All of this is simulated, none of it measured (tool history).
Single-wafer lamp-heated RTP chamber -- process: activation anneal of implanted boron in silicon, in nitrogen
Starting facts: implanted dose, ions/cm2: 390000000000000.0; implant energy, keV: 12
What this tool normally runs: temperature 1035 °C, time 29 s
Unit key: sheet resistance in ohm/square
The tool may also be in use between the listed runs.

| run | hour | temperature | time | wafers since the last listed run | wafers since the last pyrometer calibration | wafers since the reflector plate was cleaned | hours since the gauge calibration | read-back reference wafer on the same gauge, sheet resistance | sheet resistance |
|---|---|---|---|---|---|---|---|---|---|
| 1 | 0 | 1035 | 29 | 0 | 2202 | 1355 | 298.3 | 219.13 | 261.96 |
|  | 9.7 | pyrometer window cleaned and pyrometer calibrated |
| 2 | 10.2 | 1014 | 16 | 23 | 4 | 1378 | 308.5 | 218.95 | 264.66 |
| 3 | 21.6 | 1014 | 16 | 119 | 124 | 1497 | 319.9 | 218.97 | 264.72 |
|  | 23 | gauge calibrated |
| 4 | 33.6 | 1015 | 29 | 125 | 250 | 1623 | 10.6 | 219 | 263.1 |
| 5 | 45.3 | 1015 | 29 | 122 | 373 | 1746 | 22.3 | 219.12 | 263.29 |
| 6 | 62.9 | 1041 | 35 | 184 | 558 | 1931 | 39.9 | 219.1 | 260.36 |
| 7 | 71.6 | 1025 | 29 | 91 | 649 | 2022 | 48.6 | 219 | 262.13 |
| 8 | 79.1 | 1025 | 29 | 78 | 728 | 2101 | 56.1 | 218.98 | 262.34 |
| 9 | 93.7 | 1026 | 29 | 153 | 881 | 2254 | 70.7 | 218.98 | 261.32 |
| 10 | 102.4 | 1026 | 29 | 91 | 972 | 2346 | 79.4 | 218.92 | 262.51 |
| 11 | 110.7 | 1026 | 29 | 87 | 1060 | 2433 | 87.7 | 218.99 | 261.81 |
| 12 | 122 | 1021 | 29 | 118 | 1178 | 2552 | 99 | 218.92 | 262.03 |
| 13 | 130.8 | 1021 | 29 | 92 | 1271 | 2644 | 107.8 | 219.1 | 261.94 |
| 14 | 148 | 1055 | 26 | 180 | 1451 | 2825 | 125 | 219.1 | 260.87 |
| 15 | 162.5 | 1035 | 29 | 152 | 1603 | 2977 | 139.5 | 219.08 | 262.02 |
| 16 | 178.4 | 1035 | 29 | 166 | 1770 | 3144 | 155.4 | 219.06 | 261.84 |
| 17 | 186.9 | 1035 | 29 | 89 | 1860 | 3233 | 163.9 | 219.06 | 261.73 |
| 18 | 198.9 | 1035 | 29 | 125 | 1986 | 3359 | 175.9 | 219.1 | 261.84 |
| 19 | 216.4 | 1063 | 36 | 183 | 2169 | 3543 | 193.4 | 219 | 258.65 |
| 20 | 226.2 | 1035 | 29 | 102 | 2272 | 3646 | 203.2 | 219 | 261.96 |
|  | 239.7 | pyrometer window cleaned and pyrometer calibrated |
| 21 | 258.6 | 1057 | 39 | 256 | 197 | 3902 | 235.6 | 219.1 | 257.97 |
| 22 | 267.5 | 1035 | 29 | 93 | 291 | 3995 | 244.5 | 219.01 | 261.62 |
| 23 | 275.2 | 1065 | 40 | 80 | 372 | 4076 | 252.2 | 219.1 | 258.49 |
| 24 | 287.4 | 1020 | 36 | 128 | 500 | 4204 | 264.4 | 219.03 | 261.57 |
| 25 | 299.3 | 1035 | 29 | 124 | 625 | 4329 | 276.3 | 219.1 | 261.24 |
| 26 | 310 | 1013 | 40 | 112 | 737 | 4442 | 287 | 218.88 | 262.15 |
| 27 | 322.5 | 1062 | 24 | 131 | 868 | 4573 | 299.5 | 219.14 | 260.74 |
| 28 | 329.6 | 1044 | 21 | 74 | 943 | 4647 | 306.6 | 219.09 | 262.5 |
|  | 330.9 | gauge calibrated |
|  | 345.8 | reflector plate cleaned |
| 29 | 346.3 | 1035 | 29 | 91 | 1034 | 5 | 15.4 | 219.01 | 261.42 |
| 30 | 351.8 | 1024 | 39 | 57 | 1092 | 62 | 20.9 | 219.02 | 260.96 |
| 31 | 359.4 | 1035 | 29 | 79 | 1172 | 142 | 28.5 | 218.95 | 261.57 |
| 32 | 371.2 | 1035 | 29 | 123 | 1296 | 266 | 40.3 | 218.95 | 262.05 |
| 33 | 379.2 | 1035 | 29 | 83 | 1380 | 350 | 48.3 | 218.98 | 260.94 |
| 34 | 408.8 | 1035 | 35 | 310 | 1691 | 661 | 77.9 | 219.06 | 260.87 |
| 35 | 415.2 | 1064 | 35 | 67 | 1758 | 728 | 84.3 | 219.16 | 258.28 |
| 36 | 433.2 | 1008 | 37 | 188 | 1947 | 917 | 102.3 | 219.06 | 263.39 |
|  | 447.5 | pyrometer window cleaned and pyrometer calibrated |
| 37 | 448 | 1019 | 21 | 71 | 5 | 988 | 117.1 | 218.91 | 263.59 |
| 38 | 452 | 1014 | 38 | 41 | 47 | 1030 | 121.1 | 219.04 | 262.1 |

State the hidden condition of the tool at each of the runs:
true wafer temperature minus pyrometer reading, K: 0 across all the runs
wafer temperature error from the tarnished reflector plate, K: 0 across all the runs
gauge reads high (%): 0 across all the runs
